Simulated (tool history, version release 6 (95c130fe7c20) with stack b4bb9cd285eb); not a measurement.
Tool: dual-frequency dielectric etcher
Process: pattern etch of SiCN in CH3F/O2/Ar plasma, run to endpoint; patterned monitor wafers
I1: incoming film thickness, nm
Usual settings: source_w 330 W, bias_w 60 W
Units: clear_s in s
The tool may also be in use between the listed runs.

run 1 hour=0 | source_w=330 bias_w=60 | I1=12.49 | clear_s=36.3
run 2 hour=34.7 | source_w=330 bias_w=60 | I1=12.4 | clear_s=35.9
run 3 hour=66.3 | source_w=330 bias_w=60 | I1=12.34 | clear_s=36.2
-- hour=100.2 wet clean of the chamber
run 4 hour=114.1 | source_w=330 bias_w=60 | I1=12.38 | clear_s=35.3
run 5 hour=169.1 | source_w=330 bias_w=60 | I1=12.44 | clear_s=35.4
run 6 hour=210.1 | source_w=330 bias_w=49 | I1=12.31 | clear_s=37.9
run 7 hour=252.3 | source_w=330 bias_w=49 | I1=12.37 | clear_s=38.1
run 8 hour=307.7 | source_w=330 bias_w=60 | I1=12.43 | clear_s=35.7
run 9 hour=354.2 | source_w=330 bias_w=60 | I1=12.51 | clear_s=36.1
run 10 hour=396.6 | source_w=310 bias_w=54 | I1=12.42 | clear_s=38.5
run 11 hour=429.7 | source_w=310 bias_w=54 | I1=12.24 | clear_s=38.1
run 12 hour=487.1 | source_w=310 bias_w=54 | I1=12.53 | clear_s=39.2
run 13 hour=541.3 | source_w=390 bias_w=51 | I1=12.34 | clear_s=35
run 14 hour=583.8 | source_w=390 bias_w=51 | I1=12.35 | clear_s=35
-- hour=617.3 source power generator calibrated
-- hour=661.9 wet clean of the chamber
run 15 hour=662.4 | source_w=300 bias_w=75 | I1=12.48 | clear_s=33.3
run 16 hour=709.8 | source_w=370 bias_w=55 | I1=12.33 | clear_s=33.2
run 17 hour=735.7 | source_w=330 bias_w=60 | I1=12.58 | clear_s=35
-- hour=791.3 upper electrode replaced
run 18 hour=801.2 | source_w=370 bias_w=65 | I1=12.38 | clear_s=31.5
run 19 hour=843.9 | source_w=350 bias_w=60 | I1=12.21 | clear_s=33.3
run 20 hour=912.3 | source_w=380 bias_w=66 | I1=12.34 | clear_s=31.2
run 21 hour=966.7 | source_w=330 bias_w=60 | I1=12.42 | clear_s=35.2
run 22 hour=1035.9 | source_w=300 bias_w=68 | I1=12.4 | clear_s=35.4
run 23 hour=1080 | source_w=330 bias_w=60 | I1=12.39 | clear_s=35.2
run 24 hour=1127.1 | source_w=260 bias_w=60 | I1=12.4 | clear_s=40.1
run 25 hour=1162.2 | source_w=330 bias_w=60 | I1=12.43 | clear_s=35.4
run 26 hour=1190.3 | source_w=330 bias_w=60 | I1=12.42 | clear_s=35.3
-- hour=1205.5 bias power generator calibrated
run 27 hour=1226.2 | source_w=300 bias_w=46 | I1=12.54 | clear_s=41.4
-- hour=1304 wet clean of the chamber
run 28 hour=1304.5 | source_w=270 bias_w=66 | I1=12.36 | clear_s=36.8
run 29 hour=1335.2 | source_w=330 bias_w=60 | I1=12.37 | clear_s=34.3
run 30 hour=1376.4 | source_w=330 bias_w=50 | I1=12.31 | clear_s=36.4
run 31 hour=1425.5 | source_w=400 bias_w=60 | I1=12.42 | clear_s=31.4
run 32 hour=1496.7 | source_w=330 bias_w=47 | I1=12.4 | clear_s=37.9
run 33 hour=1559.8 | source_w=300 bias_w=64 | I1=12.35 | clear_s=35.8
run 34 hour=1591 | source_w=250 bias_w=52 | I1=12.56 | clear_s=43.5

5 ways to go on from here, each from the tool as it stands after run 34. What would each give?
run A hour=1591.4 | source_w=330 bias_w=53 | I1=12.39 | clear_s=?
run B hour=1591.4 | source_w=370 bias_w=56 | I1=12.39 | clear_s=?
run C hour=1591.4 | source_w=330 bias_w=70 | I1=12.39 | clear_s=?
run D hour=1591.4 | source_w=280 bias_w=73 | I1=12.39 | clear_s=?
run E hour=1591.4 | source_w=380 bias_w=60 | I1=12.39 | clear_s=?

run=A clear_s=36.4
run=B clear_s=33.6
run=C clear_s=32.9
run=D clear_s=35.4
run=E clear_s=32.4
Without the tool's hidden state the same runs would have given:
run=A clear_s=35.8
run=B clear_s=33.1
run=C clear_s=32.4
run=D clear_s=34.8
run=E clear_s=31.9

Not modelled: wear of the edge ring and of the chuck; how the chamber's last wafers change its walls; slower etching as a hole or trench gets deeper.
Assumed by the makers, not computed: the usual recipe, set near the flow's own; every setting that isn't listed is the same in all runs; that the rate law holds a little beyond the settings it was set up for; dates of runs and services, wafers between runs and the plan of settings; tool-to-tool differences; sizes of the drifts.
